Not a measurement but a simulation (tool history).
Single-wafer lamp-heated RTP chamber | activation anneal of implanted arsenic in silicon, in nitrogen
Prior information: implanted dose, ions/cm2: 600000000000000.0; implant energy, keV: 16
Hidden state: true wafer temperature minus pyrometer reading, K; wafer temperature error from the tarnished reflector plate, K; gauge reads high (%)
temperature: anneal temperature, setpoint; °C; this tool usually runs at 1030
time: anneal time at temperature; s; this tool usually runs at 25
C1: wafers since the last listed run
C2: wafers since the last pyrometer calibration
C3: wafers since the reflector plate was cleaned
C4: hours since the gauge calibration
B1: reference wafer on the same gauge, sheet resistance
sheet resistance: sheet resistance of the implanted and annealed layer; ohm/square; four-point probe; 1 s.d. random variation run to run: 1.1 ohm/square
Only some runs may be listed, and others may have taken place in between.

run 1 hour=0.0 | temperature=1030 time=25 | C1=0 C2=4903 C3=5515 C4=12.9 | B1=236.01 | sheet_resistance=196.74
-- hour=24.2 pyrometer window cleaned and pyrometer calibrated
run 2 hour=46.3 | temperature=1030 time=25 | C1=816 C2=470 C3=6332 C4=59.2 | B1=236.26 | sheet_resistance=197.08
-- hour=122.3 reflector plate cleaned
run 3 hour=122.8 | temperature=1030 time=25 | C1=1461 C2=1931 C3=10 C4=135.7 | B1=235.91 | sheet_resistance=196.18
run 4 hour=160.1 | temperature=1030 time=25 | C1=795 C2=2727 C3=806 C4=173.0 | B1=235.43 | sheet_resistance=199.24
-- hour=274.7 pyrometer window cleaned and pyrometer calibrated
run 5 hour=344.5 | temperature=1030 time=25 | C1=3762 C2=1487 C3=4569 C4=357.4 | B1=235.76 | sheet_resistance=198.84
run 6 hour=411.9 | temperature=1053 time=16 | C1=1437 C2=2925 C3=6006 C4=424.8 | B1=236.10 | sheet_resistance=198.02
run 7 hour=436.5 | temperature=1053 time=16 | C1=524 C2=3450 C3=6531 C4=449.4 | B1=236.33 | sheet_resistance=197.36
run 8 hour=491.1 | temperature=1021 time=25 | C1=1164 C2=4614 C3=7696 C4=504.0 | B1=236.46 | sheet_resistance=201.06
-- hour=509.3 pyrometer window cleaned and pyrometer calibrated
-- hour=549.8 reflector plate cleaned
run 9 hour=550.3 | temperature=1016 time=33 | C1=921 C2=704 C3=11 C4=563.2 | B1=235.93 | sheet_resistance=197.21
run 10 hour=575.5 | temperature=1030 time=25 | C1=537 C2=1242 C3=548 C4=588.4 | B1=235.91 | sheet_resistance=197.56
run 11 hour=617.0 | temperature=1030 time=25 | C1=885 C2=2127 C3=1434 C4=629.9 | B1=235.86 | sheet_resistance=198.24
run 12 hour=644.7 | temperature=1030 time=25 | C1=590 C2=2718 C3=2024 C4=657.6 | B1=235.95 | sheet_resistance=199.18
run 13 hour=673.7 | temperature=1054 time=25 | C1=618 C2=3336 C3=2643 C4=686.6 | B1=236.44 | sheet_resistance=189.36
run 14 hour=721.1 | temperature=1002 time=33 | C1=1011 C2=4347 C3=3654 C4=734.0 | B1=236.25 | sheet_resistance=199.86
-- hour=733.8 pyrometer window cleaned and pyrometer calibrated
run 15 hour=779.9 | temperature=1030 time=25 | C1=1083 C2=983 C3=4738 C4=792.8 | B1=235.98 | sheet_resistance=196.64
-- hour=812.4 gauge calibrated
run 16 hour=847.2 | temperature=1030 time=16 | C1=1435 C2=2419 C3=6173 C4=34.8 | B1=235.73 | sheet_resistance=201.64
run 17 hour=906.7 | temperature=1016 time=19 | C1=1269 C2=3688 C3=7442 C4=94.3 | B1=236.04 | sheet_resistance=204.95

The next listed run, before its measurement:
-- hour=938.0 reflector plate cleaned
run 18 hour=961.8 | temperature=1030 time=25 | C1=1004 C2=4693 C3=508 C4=149.4 | B1=? | sheet_resistance=?

Run 18 yielded B1 235.89, sheet resistance 198.06 ohm/square.
Minus the tool's unlogged condition, the same run would have read sheet resistance 198.06 ohm/square.
